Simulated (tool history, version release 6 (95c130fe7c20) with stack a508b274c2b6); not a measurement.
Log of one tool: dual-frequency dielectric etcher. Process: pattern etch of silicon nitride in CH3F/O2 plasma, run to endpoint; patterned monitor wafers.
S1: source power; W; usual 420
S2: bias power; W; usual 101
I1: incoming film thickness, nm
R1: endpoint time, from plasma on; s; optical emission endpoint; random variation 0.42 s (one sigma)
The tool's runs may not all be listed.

| run | hour | S1 | S2 | I1 | R1 |
|---|---|---|---|---|---|
| 1 | 0 | 420 | 101 | 75.8 | 81.3 |
| 2 | 26.2 | 420 | 101 | 76.3 | 81.6 |
| 3 | 70.4 | 420 | 101 | 76.1 | 81.5 |
| 4 | 94.8 | 420 | 101 | 75.9 | 81.1 |
| 5 | 143.6 | 420 | 101 | 75.6 | 80.3 |
|  | 176.9 | wet clean of the chamber |
| 6 | 193.5 | 450 | 101 | 77.1 | 81.5 |
| 7 | 237.8 | 450 | 101 | 75.7 | 80.1 |
| 8 | 279.5 | 450 | 101 | 75.9 | 79.9 |
| 9 | 306 | 420 | 101 | 76.4 | 82.9 |
| 10 | 375.8 | 420 | 101 | 75.9 | 81.5 |
| 11 | 432.9 | 420 | 101 | 76.1 | 80.8 |
| 12 | 464.2 | 420 | 101 | 75.8 | 81.3 |
| 13 | 514.5 | 420 | 101 | 75.1 | 79.9 |
| 14 | 550 | 420 | 101 | 76.3 | 81.4 |
| 15 | 616.5 | 440 | 113 | 76 | 74.7 |
| 16 | 655.9 | 420 | 101 | 75.8 | 80.9 |
| 17 | 686.6 | 420 | 101 | 75.7 | 80.6 |
| 18 | 714.6 | 420 | 111 | 76.5 | 77.3 |
|  | 743.4 | wet clean of the chamber |
| 19 | 752.8 | 360 | 77 | 75.8 | 102.8 |
| 20 | 797.8 | 510 | 112 | 75.2 | 71.3 |
| 21 | 860.3 | 510 | 90 | 75.7 | 80.5 |
| 22 | 915.5 | 470 | 124 | 75.6 | 69.9 |
| 23 | 957 | 350 | 108 | 75.3 | 85.3 |
| 24 | 983.1 | 460 | 117 | 75.4 | 72.1 |
|  | 990 | bias power generator calibrated |
|  | 1031.5 | upper electrode replaced |
| 25 | 1032 | 460 | 94 | 76.1 | 81.8 |
|  | 1041.6 | source power generator calibrated |
| 26 | 1043.7 | 420 | 101 | 75.2 | 80.9 |
| 27 | 1095.2 | 420 | 101 | 75.9 | 81.5 |
| 28 | 1164.3 | 420 | 101 | 76.2 | 81.7 |
|  | 1193.6 | wet clean of the chamber |
| 29 | 1221.5 | 360 | 93 | 74.9 | 90.7 |
| 30 | 1252.9 | 490 | 101 | 75.5 | 76.2 |
| 31 | 1318.1 | 380 | 94 | 75.1 | 87.4 |

Some steps in R1 between neighbouring runs. How much of each would the tool show without its hidden state too (settings, what came in, random variation), and how much is left for the hidden state, with any gauge scatter that isn't in both results?
The hidden state here: etch rate over this chamber's usual, %; source power that arrives over what is set, %; bias power that arrives over what is set, %.
Run 5 -> 6: S1 420 -> 450, wet clean of the chamber. R1 +1.2 s: hidden state +1.3, all else -0.1.
Run 18 -> 19: S1 420 -> 360, S2 111 -> 77, wet clean of the chamber. R1 +25.5 s: hidden state +2.2, all else +23.3.
Run 19 -> 20: S1 360 -> 510, S2 77 -> 112. R1 -31.5 s: hidden state -0.1, all else -31.4.
Run 22 -> 23: S1 470 -> 350, S2 124 -> 108. R1 +15.4 s: hidden state -0.3, all else +15.7.
Run 28 -> 29: S1 420 -> 360, S2 101 -> 93, wet clean of the chamber. R1 +9 s: hidden state +1.1, all else +7.9.

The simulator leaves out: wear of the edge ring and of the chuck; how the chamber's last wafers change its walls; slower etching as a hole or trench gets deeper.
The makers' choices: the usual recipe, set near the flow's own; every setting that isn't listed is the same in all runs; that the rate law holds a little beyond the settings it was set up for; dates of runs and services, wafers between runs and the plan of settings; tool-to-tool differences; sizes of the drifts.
